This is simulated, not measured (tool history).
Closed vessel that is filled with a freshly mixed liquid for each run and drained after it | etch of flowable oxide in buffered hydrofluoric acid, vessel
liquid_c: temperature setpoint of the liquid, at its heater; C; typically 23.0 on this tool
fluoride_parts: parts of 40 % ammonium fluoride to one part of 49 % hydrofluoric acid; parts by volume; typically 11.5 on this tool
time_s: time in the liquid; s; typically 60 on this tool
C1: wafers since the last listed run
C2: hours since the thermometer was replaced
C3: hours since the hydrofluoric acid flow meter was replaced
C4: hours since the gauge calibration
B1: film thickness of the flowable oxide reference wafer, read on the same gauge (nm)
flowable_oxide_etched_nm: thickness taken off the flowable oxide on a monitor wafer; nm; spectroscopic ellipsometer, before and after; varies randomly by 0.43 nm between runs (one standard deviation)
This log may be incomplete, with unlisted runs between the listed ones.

run 1 hour=0.0 | liquid_c=23.0 fluoride_parts=13.0 time_s=60 | C1=0 C2=2276.1 C3=1318.7 C4=860.1 | B1=120.00 | flowable_oxide_etched_nm=96.04
run 2 hour=17.7 | liquid_c=21.0 fluoride_parts=10.0 time_s=60 | C1=1308 C2=2293.8 C3=1336.4 C4=877.8 | B1=119.99 | flowable_oxide_etched_nm=110.98
-- hour=42.6 gauge calibrated
run 3 hour=51.7 | liquid_c=21.0 fluoride_parts=10.0 time_s=60 | C1=2512 C2=2327.8 C3=1370.4 C4=9.1 | B1=120.01 | flowable_oxide_etched_nm=111.19
run 4 hour=64.3 | liquid_c=23.0 fluoride_parts=11.5 time_s=60 | C1=931 C2=2340.4 C3=1383.0 C4=21.7 | B1=120.02 | flowable_oxide_etched_nm=108.14
run 5 hour=83.4 | liquid_c=20.0 fluoride_parts=11.5 time_s=75 | C1=1411 C2=2359.5 C3=1402.1 C4=40.8 | B1=120.04 | flowable_oxide_etched_nm=114.22
run 6 hour=115.7 | liquid_c=20.0 fluoride_parts=11.5 time_s=75 | C1=2387 C2=2391.8 C3=1434.4 C4=73.1 | B1=119.98 | flowable_oxide_etched_nm=114.40
run 7 hour=130.7 | liquid_c=23.0 fluoride_parts=11.5 time_s=60 | C1=1108 C2=2406.8 C3=1449.4 C4=88.1 | B1=119.98 | flowable_oxide_etched_nm=107.66
run 8 hour=165.4 | liquid_c=21.0 fluoride_parts=11.5 time_s=60 | C1=2564 C2=2441.5 C3=1484.1 C4=122.8 | B1=120.01 | flowable_oxide_etched_nm=96.77
run 9 hour=190.9 | liquid_c=23.0 fluoride_parts=11.5 time_s=60 | C1=1884 C2=2467.0 C3=1509.6 C4=148.3 | B1=120.01 | flowable_oxide_etched_nm=108.12
run 10 hour=205.4 | liquid_c=23.0 fluoride_parts=11.5 time_s=80 | C1=1071 C2=2481.5 C3=1524.1 C4=162.8 | B1=120.03 | flowable_oxide_etched_nm=143.31
run 11 hour=221.7 | liquid_c=26.5 fluoride_parts=8.5 time_s=80 | C1=1204 C2=2497.8 C3=1540.4 C4=179.1 | B1=120.00 | flowable_oxide_etched_nm=226.97
run 12 hour=247.7 | liquid_c=27.0 fluoride_parts=11.5 time_s=80 | C1=1921 C2=2523.8 C3=1566.4 C4=205.1 | B1=120.02 | flowable_oxide_etched_nm=178.99
run 13 hour=273.3 | liquid_c=23.0 fluoride_parts=15.0 time_s=60 | C1=1891 C2=2549.4 C3=1592.0 C4=230.7 | B1=119.98 | flowable_oxide_etched_nm=82.97
run 14 hour=289.2 | liquid_c=23.0 fluoride_parts=11.5 time_s=60 | C1=1175 C2=2565.3 C3=1607.9 C4=246.6 | B1=119.96 | flowable_oxide_etched_nm=107.62
-- hour=303.0 thermometer replaced
run 15 hour=307.8 | liquid_c=23.0 fluoride_parts=11.5 time_s=60 | C1=1300 C2=4.8 C3=1626.5 C4=265.2 | B1=119.98 | flowable_oxide_etched_nm=116.60
run 16 hour=323.3 | liquid_c=26.0 fluoride_parts=11.5 time_s=75 | C1=1145 C2=20.3 C3=1642.0 C4=280.7 | B1=120.00 | flowable_oxide_etched_nm=171.68
run 17 hour=357.2 | liquid_c=23.0 fluoride_parts=11.5 time_s=60 | C1=2505 C2=54.2 C3=1675.9 C4=314.6 | B1=119.98 | flowable_oxide_etched_nm=116.46
run 18 hour=386.1 | liquid_c=23.0 fluoride_parts=11.5 time_s=60 | C1=2135 C2=83.1 C3=1704.8 C4=343.5 | B1=119.98 | flowable_oxide_etched_nm=116.61
run 19 hour=409.7 | liquid_c=26.5 fluoride_parts=11.5 time_s=75 | C1=1744 C2=106.7 C3=1728.4 C4=367.1 | B1=120.01 | flowable_oxide_etched_nm=177.66
run 20 hour=433.7 | liquid_c=23.0 fluoride_parts=16.0 time_s=35 | C1=1773 C2=130.7 C3=1752.4 C4=391.1 | B1=120.02 | flowable_oxide_etched_nm=49.12
run 21 hour=461.8 | liquid_c=25.0 fluoride_parts=11.5 time_s=60 | C1=2076 C2=158.8 C3=1780.5 C4=419.2 | B1=120.00 | flowable_oxide_etched_nm=130.09
run 22 hour=493.1 | liquid_c=23.0 fluoride_parts=13.0 time_s=60 | C1=2313 C2=190.1 C3=1811.8 C4=450.5 | B1=119.99 | flowable_oxide_etched_nm=103.23
-- hour=497.9 hydrofluoric acid flow meter replaced
run 23 hour=517.9 | liquid_c=26.0 fluoride_parts=9.0 time_s=40 | C1=1758 C2=214.9 C3=20.0 C4=475.3 | B1=119.97 | flowable_oxide_etched_nm=112.64
run 24 hour=539.4 | liquid_c=23.0 fluoride_parts=11.5 time_s=30 | C1=1588 C2=236.4 C3=41.5 C4=496.8 | B1=120.00 | flowable_oxide_etched_nm=58.40
run 25 hour=562.6 | liquid_c=23.0 fluoride_parts=11.5 time_s=60 | C1=1714 C2=259.6 C3=64.7 C4=520.0 | B1=119.99 | flowable_oxide_etched_nm=116.62
run 26 hour=590.9 | liquid_c=18.5 fluoride_parts=11.5 time_s=40 | C1=2091 C2=287.9 C3=93.0 C4=548.3 | B1=119.99 | flowable_oxide_etched_nm=60.21
run 27 hour=619.9 | liquid_c=23.0 fluoride_parts=11.5 time_s=70 | C1=2143 C2=316.9 C3=122.0 C4=577.3 | B1=119.99 | flowable_oxide_etched_nm=135.74
run 28 hour=644.5 | liquid_c=23.0 fluoride_parts=11.5 time_s=60 | C1=1818 C2=341.5 C3=146.6 C4=601.9 | B1=120.00 | flowable_oxide_etched_nm=116.20
run 29 hour=665.7 | liquid_c=23.0 fluoride_parts=11.5 time_s=45 | C1=1566 C2=362.7 C3=167.8 C4=623.1 | B1=119.99 | flowable_oxide_etched_nm=87.12
run 30 hour=683.5 | liquid_c=25.0 fluoride_parts=13.5 time_s=90 | C1=1315 C2=380.5 C3=185.6 C4=640.9 | B1=120.01 | flowable_oxide_etched_nm=165.12
run 31 hour=708.6 | liquid_c=28.0 fluoride_parts=10.5 time_s=85 | C1=1855 C2=405.6 C3=210.7 C4=666.0 | B1=120.04 | flowable_oxide_etched_nm=235.89
run 32 hour=731.6 | liquid_c=21.5 fluoride_parts=7.5 time_s=60 | C1=1699 C2=428.6 C3=233.7 C4=689.0 | B1=119.99 | flowable_oxide_etched_nm=158.37

Take each entry between the runs: how does the hidden state at the last listed run before it differ from the hidden state at the first listed run after it?
Runs 2 to 3: gauge calibrated (hour 42.6)
  liquid colder than its thermometer reads (K): 1.44 -> 1.46
  measured less the result without the state, flowable_oxide_etched_nm: -9.30 -> -9.45 nm
Runs 14 to 15: thermometer replaced (hour 303.0)
  liquid colder than its thermometer reads (K): 1.57 -> 0.0399
  measured less the result without the state, flowable_oxide_etched_nm: -9.74 -> -0.25 nm
Runs 22 to 23: hydrofluoric acid flow meter replaced (hour 497.9)
  liquid colder than its thermometer reads (K): 0.124 -> 0.135
  measured less the result without the state, flowable_oxide_etched_nm: -0.68 -> -0.79 nm
